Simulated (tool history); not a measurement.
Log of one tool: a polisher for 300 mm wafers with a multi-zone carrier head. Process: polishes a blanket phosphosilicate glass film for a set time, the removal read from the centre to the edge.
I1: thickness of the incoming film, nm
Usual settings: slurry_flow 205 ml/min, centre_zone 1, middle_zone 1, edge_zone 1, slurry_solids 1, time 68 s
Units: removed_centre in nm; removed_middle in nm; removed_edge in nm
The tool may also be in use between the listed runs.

{"run": 1, "hour": 0.0, "slurry_flow": 205, "centre_zone": 1, "middle_zone": 1, "edge_zone": 1, "slurry_solids": 1, "time": 68, "I1": 3143.7, "removed_centre": 442.3, "removed_middle": 439, "removed_edge": 448.1}
{"run": 2, "hour": 58.2, "slurry_flow": 205, "centre_zone": 1, "middle_zone": 1, "edge_zone": 1, "slurry_solids": 1, "time": 68, "I1": 3133.8, "removed_centre": 435.6, "removed_middle": 433.2, "removed_edge": 442.7}
{"run": 3, "hour": 94.3, "slurry_flow": 205, "centre_zone": 1, "middle_zone": 1, "edge_zone": 1, "slurry_solids": 1, "time": 68, "I1": 3124, "removed_centre": 434.6, "removed_middle": 425.5, "removed_edge": 441}
{"run": 4, "hour": 130.2, "slurry_flow": 205, "centre_zone": 1, "middle_zone": 1, "edge_zone": 1, "slurry_solids": 1, "time": 68, "I1": 3156.1, "removed_centre": 434.3, "removed_middle": 418.2, "removed_edge": 440.8}
{"run": 5, "hour": 165.9, "slurry_flow": 205, "centre_zone": 1, "middle_zone": 1, "edge_zone": 1, "slurry_solids": 1, "time": 68, "I1": 3167.9, "removed_centre": 435, "removed_middle": 429.6, "removed_edge": 441.3}
{"hour": 211.4, "done": "worn pad replaced by a new one"}
{"run": 6, "hour": 211.9, "slurry_flow": 205, "centre_zone": 1, "middle_zone": 1, "edge_zone": 0.94, "slurry_solids": 1.2, "time": 68, "I1": 3114.6, "removed_centre": 487.6, "removed_middle": 473, "removed_edge": 479.3}
{"run": 7, "hour": 263.2, "slurry_flow": 205, "centre_zone": 1, "middle_zone": 1, "edge_zone": 0.95, "slurry_solids": 1, "time": 68, "I1": 3130.8, "removed_centre": 445.7, "removed_middle": 435.6, "removed_edge": 437.8}
{"run": 8, "hour": 333.2, "slurry_flow": 205, "centre_zone": 1, "middle_zone": 1, "edge_zone": 0.95, "slurry_solids": 1, "time": 68, "I1": 3145.9, "removed_centre": 429.7, "removed_middle": 426.8, "removed_edge": 435.8}
{"hour": 346.5, "done": "slurry nozzle cleaned"}
{"run": 9, "hour": 367.0, "slurry_flow": 205, "centre_zone": 1, "middle_zone": 1, "edge_zone": 0.95, "slurry_solids": 1, "time": 68, "I1": 3104.7, "removed_centre": 430.7, "removed_middle": 425, "removed_edge": 430}
{"hour": 400.4, "done": "carrier head's membrane replaced by a new one"}
{"run": 10, "hour": 425.1, "slurry_flow": 205, "centre_zone": 1, "middle_zone": 1, "edge_zone": 0.95, "slurry_solids": 1, "time": 68, "I1": 3110.5, "removed_centre": 431.4, "removed_middle": 425.8, "removed_edge": 430.2}
{"hour": 478.0, "done": "worn pad replaced by a new one"}
{"run": 11, "hour": 489.1, "slurry_flow": 205, "centre_zone": 1, "middle_zone": 1, "edge_zone": 1, "slurry_solids": 1, "time": 68, "I1": 3170.9, "removed_centre": 448.8, "removed_middle": 441.2, "removed_edge": 454.9}
{"run": 12, "hour": 560.8, "slurry_flow": 235, "centre_zone": 1.06, "middle_zone": 1.06, "edge_zone": 0.91, "slurry_solids": 1, "time": 68, "I1": 3133.5, "removed_centre": 466.8, "removed_middle": 461.4, "removed_edge": 427.2}
{"run": 13, "hour": 592.8, "slurry_flow": 205, "centre_zone": 0.89, "middle_zone": 1, "edge_zone": 0.9, "slurry_solids": 1, "time": 68, "I1": 3128.9, "removed_centre": 387.9, "removed_middle": 435, "removed_edge": 421.7}
{"run": 14, "hour": 659.5, "slurry_flow": 205, "centre_zone": 1, "middle_zone": 1, "edge_zone": 0.96, "slurry_solids": 0.9, "time": 68, "I1": 3148, "removed_centre": 419.8, "removed_middle": 406.4, "removed_edge": 417.5}
{"run": 15, "hour": 687.0, "slurry_flow": 140, "centre_zone": 1.06, "middle_zone": 0.97, "edge_zone": 1, "slurry_solids": 1, "time": 68, "I1": 3083.7, "removed_centre": 432.8, "removed_middle": 391.2, "removed_edge": 427.5}
{"hour": 723.7, "done": "worn pad replaced by a new one"}
{"hour": 743.5, "done": "centre zone pressure recalibrated"}
{"run": 16, "hour": 744.1, "slurry_flow": 155, "centre_zone": 1, "middle_zone": 1.05, "edge_zone": 1.11, "slurry_solids": 1.1, "time": 68, "I1": 3181.3, "removed_centre": 443, "removed_middle": 461.5, "removed_edge": 493.2}
{"hour": 751.3, "done": "edge zone pressure recalibrated"}
{"run": 17, "hour": 773.3, "slurry_flow": 205, "centre_zone": 1, "middle_zone": 1, "edge_zone": 1, "slurry_solids": 1, "time": 68, "I1": 3170.8, "removed_centre": 439.1, "removed_middle": 432.6, "removed_edge": 443.4}
{"hour": 785.0, "done": "slurry nozzle cleaned"}
{"run": 18, "hour": 819.7, "slurry_flow": 255, "centre_zone": 1.09, "middle_zone": 1, "edge_zone": 1, "slurry_solids": 1.25, "time": 68, "I1": 3157.1, "removed_centre": 519.8, "removed_middle": 477.3, "removed_edge": 488.1}
{"run": 19, "hour": 863.4, "slurry_flow": 205, "centre_zone": 1, "middle_zone": 1.07, "edge_zone": 1.08, "slurry_solids": 1.1, "time": 51, "I1": 3152, "removed_centre": 338.8, "removed_middle": 347.9, "removed_edge": 351.6}
{"run": 20, "hour": 908.0, "slurry_flow": 260, "centre_zone": 0.88, "middle_zone": 1, "edge_zone": 1, "slurry_solids": 1, "time": 79, "I1": 3115.6, "removed_centre": 453.4, "removed_middle": 497.8, "removed_edge": 506.8}
{"run": 21, "hour": 976.3, "slurry_flow": 205, "centre_zone": 1, "middle_zone": 1, "edge_zone": 1, "slurry_solids": 1.3, "time": 68, "I1": 3104.2, "removed_centre": 466.5, "removed_middle": 467.4, "removed_edge": 481.2}
{"hour": 1003.5, "done": "worn pad replaced by a new one"}
{"run": 22, "hour": 1032.7, "slurry_flow": 205, "centre_zone": 0.96, "middle_zone": 1, "edge_zone": 1, "slurry_solids": 0.75, "time": 68, "I1": 3159.2, "removed_centre": 380.9, "removed_middle": 385.2, "removed_edge": 405.3}

Forecast each of these 3 alternatives for the next run:
{"run": "A", "hour": 1033.1, "slurry_flow": 205, "centre_zone": 1, "middle_zone": 1, "edge_zone": 1, "slurry_solids": 1, "time": 68, "I1": 3112.3, "removed_centre": "?", "removed_middle": "?", "removed_edge": "?"}
{"run": "B", "hour": 1033.1, "slurry_flow": 205, "centre_zone": 0.91, "middle_zone": 1, "edge_zone": 1.07, "slurry_solids": 1, "time": 51, "I1": 3112.3, "removed_centre": "?", "removed_middle": "?", "removed_edge": "?"}
{"run": "C", "hour": 1033.1, "slurry_flow": 275, "centre_zone": 1, "middle_zone": 1, "edge_zone": 1, "slurry_solids": 1, "time": 68, "I1": 3112.3, "removed_centre": "?", "removed_middle": "?", "removed_edge": "?"}

run=A removed_centre=448.2 removed_middle=438.2 removed_edge=458.7
run=B removed_centre=305.7 removed_middle=328.8 removed_edge=355.7
run=C removed_centre=462.8 removed_middle=451.1 removed_edge=468.7
Without the tool's hidden state the same runs would have given:
run=A removed_centre=457.6 removed_middle=447.4 removed_edge=468.3
run=B removed_centre=312.1 removed_middle=335.7 removed_edge=363.1
run=C removed_centre=472.5 removed_middle=460.5 removed_edge=478.6

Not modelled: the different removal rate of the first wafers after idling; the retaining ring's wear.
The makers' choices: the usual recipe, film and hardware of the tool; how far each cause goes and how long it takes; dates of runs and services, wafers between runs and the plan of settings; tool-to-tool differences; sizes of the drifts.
